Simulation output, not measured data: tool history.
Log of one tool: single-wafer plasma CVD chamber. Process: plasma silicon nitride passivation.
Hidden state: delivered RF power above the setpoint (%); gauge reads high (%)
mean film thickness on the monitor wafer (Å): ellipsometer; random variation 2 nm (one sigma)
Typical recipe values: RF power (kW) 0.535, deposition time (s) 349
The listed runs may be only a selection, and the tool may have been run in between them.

run,hour,RF power (kW),deposition time (s),wafers since the last listed run,hours since the last RF generator calibration,hours since the showerhead was replaced,hours since the gauge calibration,"read-back reference wafer on the same gauge, thickness_nm",mean film thickness on the monitor wafer (Å)
1,0.0,0.455,349,0,220.8,4154.5,803.2,610.114,5002.50
2,59.8,0.535,349,435,280.6,4214.3,863.0,610.035,5353.59
3,113.8,0.535,349,393,334.6,4268.3,917.0,610.492,5374.50
4,198.0,0.535,349,613,418.8,4352.5,1001.2,609.533,5348.99
5,263.6,0.535,349,477,484.4,4418.1,1066.8,610.242,5377.60
6,335.6,0.535,349,524,556.4,4490.1,1138.8,609.930,5339.67
7,398.6,0.535,349,458,619.4,4553.1,1201.8,610.125,5321.69
8,456.8,0.535,349,423,677.6,4611.3,1260.0,609.795,5331.90
9,536.2,0.535,349,578,757.0,4690.7,1339.4,610.434,5330.59
10,621.7,0.535,376,622,842.5,4776.2,1424.9,610.653,5665.59
11,686.5,0.535,349,472,907.3,4841.0,1489.7,610.001,5250.80
# hour 765.6: RF generator calibrated
12,788.0,0.535,349,681,22.4,4942.5,1591.2,610.188,5346.40
13,837.5,0.535,349,360,71.9,4992.0,1640.7,609.777,5356.91
14,901.3,0.535,349,464,135.7,5055.8,1704.5,610.315,5330.95
15,938.1,0.535,349,268,172.5,5092.6,1741.3,610.036,5335.13
16,1017.7,0.535,349,579,252.1,5172.2,1820.9,610.190,5336.54
17,1075.5,0.535,349,421,309.9,5230.0,1878.7,609.918,5364.61
18,1182.1,0.535,349,776,416.5,5336.6,1985.3,610.162,5301.01
19,1287.9,0.450,380,770,522.3,5442.4,2091.1,610.202,5407.80
# hour 1485.9: gauge calibrated
# hour 1500.0: showerhead replaced
20,1606.7,0.610,295,2263,841.1,106.7,120.8,610.088,4659.42
21,1672.3,0.580,370,477,906.7,172.3,186.4,610.322,5717.29
22,1712.6,0.455,415,293,947.0,212.6,226.7,610.169,5762.29
23,1758.5,0.535,286,334,992.9,258.5,272.6,610.266,4266.47
# hour 1811.9: RF generator calibrated
24,1812.4,0.495,301,334,0.5,312.4,326.5,610.145,4463.55
25,1896.8,0.535,315,614,84.9,396.8,410.9,609.568,4842.58
26,1991.9,0.465,349,692,180.0,491.9,506.0,610.232,5019.66
27,2038.3,0.535,329,337,226.4,538.3,552.4,609.981,5048.44
28,2122.9,0.580,290,616,311.0,622.9,637.0,609.801,4575.36
29,2193.1,0.465,349,511,381.2,693.1,707.2,610.086,5018.03
30,2263.6,0.535,349,513,451.7,763.6,777.7,609.289,5275.50
31,2358.6,0.615,415,691,546.7,858.6,872.7,610.421,6695.41
32,2428.1,0.615,413,506,616.2,928.1,942.2,610.483,6632.55
33,2475.0,0.535,292,341,663.1,975.0,989.1,609.949,4435.92
34,2580.9,0.465,322,771,769.0,1080.9,1095.0,609.806,4578.68
35,2670.7,0.615,349,654,858.8,1170.7,1184.8,610.221,5527.89
36,2769.9,0.440,313,722,958.0,1269.9,1284.0,609.982,4338.41
37,2842.5,0.455,312,528,1030.6,1342.5,1356.6,610.280,4359.49
38,2925.2,0.435,349,602,1113.3,1425.2,1439.3,610.062,4721.64
# hour 2990.6: RF generator calibrated
39,2992.7,0.535,349,433,2.1,1492.7,1506.8,610.258,5385.50
40,3036.3,0.565,324,317,45.7,1536.3,1550.4,610.230,5113.22
41,3079.0,0.430,285,311,88.4,1579.0,1593.1,610.174,3998.16
42,3121.2,0.535,415,307,130.6,1621.2,1635.3,609.457,6368.13

Predict each of these 5 candidate next runs independently; none follows another, all start after run 42:
A,3121.7,0.535,280,3,131.1,1621.7,1635.8,?,?
B,3121.7,0.595,349,3,131.1,1621.7,1635.8,?,?
C,3121.7,0.605,408,3,131.1,1621.7,1635.8,?,?
D,3121.7,0.535,305,3,131.1,1621.7,1635.8,?,?
E,3121.7,0.635,319,3,131.1,1621.7,1635.8,?,?

run,"read-back reference wafer on the same gauge, thickness_nm",mean film thickness on the monitor wafer (Å)
A,610.020,4321.27
B,610.020,5621.85
C,610.020,6615.63
D,610.020,4707.09
E,610.020,5271.29
With no hidden state in the tool, these same runs would have given:
run,mean film thickness on the monitor wafer (Å)
A,4336.23
B,5641.31
C,6638.54
D,4723.39
E,5289.53
